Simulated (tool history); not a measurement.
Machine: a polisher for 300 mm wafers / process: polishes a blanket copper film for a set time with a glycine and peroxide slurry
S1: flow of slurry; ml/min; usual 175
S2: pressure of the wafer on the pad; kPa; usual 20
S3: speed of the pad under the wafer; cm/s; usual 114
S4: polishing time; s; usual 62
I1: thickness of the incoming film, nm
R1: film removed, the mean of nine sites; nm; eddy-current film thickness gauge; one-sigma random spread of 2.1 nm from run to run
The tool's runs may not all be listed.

run     day   S1    S2   S3  S4      I1     R1
  1       0  175    20  114  62  1992.5  365.5
  2   0.612  175    20  114  62  1966.9  366.9
  3   1.417  175    20  114  62  1949.9  365.7
  4    1.95  175    20  114  62  1975.2  367.3
  5   2.962  175  25.5  114  62  1964.1  423.7
  6   4.204  175  25.5  114  62  1951.7  424.6
      5.167  -- worn pad replaced by a new one
  7   5.588  175  25.5  114  62  2004.4  424.1
  8   6.238  175    20  104  70  1992.4    388
  9   6.979  175    20  114  54    1949  322.1
      8.212  -- head pressure recalibrated
 10   8.246  175    20  114  62  1971.6  355.9
 11   8.808  175    20  114  62  1993.1  357.7
 12   9.958  175    20  114  68  1966.2  394.4
     10.133  -- worn pad replaced by a new one
 13  10.504  175    20  114  62  1925.6  364.5
 14  11.038  175    20  114  62  1971.4    359
 15   11.65  175    20  132  71  1952.7  465.7
     12.638  -- slurry nozzle cleaned
 16  12.771  175  24.8  114  62  1973.8  414.1
 17  13.675  175  17.2  114  77  1990.1  415.7
 18  14.296  175  15.9  148  62  1968.8  396.6
 19  14.904  220    20  150  80  1969.8  598.1
     15.133  -- worn pad replaced by a new one
 20  15.617  140  15.2  114  68  1962.2  337.7
 21  16.979  175  15.9  114  62  1998.1  323.9
 22  17.488  175    20  114  62  1965.9  363.4
 23  18.438  175    20  114  62  1977.7  365.8
 24  19.738  220    20  150  80  2002.4    606
     20.367  -- worn pad replaced by a new one
 25  20.733  205  22.1   88  83  1958.9  433.4
 26  21.596  175    20  114  62  1943.2  364.9
 27  22.138  155  13.8   96  78  1950.4  328.3
 28   22.95  130    20  138  43  1962.4  284.9
 29  24.333  175    20  140  62  1983.6  431.9
     25.325  -- worn pad replaced by a new one
 30  25.425  175  23.4  114  45  1988.5  289.8
     26.008  -- head pressure recalibrated
 31  26.458  175    20   90  62    1996  301.2

Here are 5 independent what-if runs from the current tool condition. What would each one return?
  A  26.475  125    20  114  62  1952.4   ?
  B  26.475  175    20  150  62  1952.4   ?
  C  26.475  200    20  114  62  1952.4   ?
  D  26.475  175    20  114  82  1952.4   ?
  E  26.475  125  22.8   98  43  1952.4   ?

run     R1
  A    345
  B  450.2
  C  366.9
  D  477.7
  E    229
Without the tool's hidden state the same runs would have given:
run     R1
  A    344
  B  448.9
  C  365.8
  D  476.2
  E  228.3
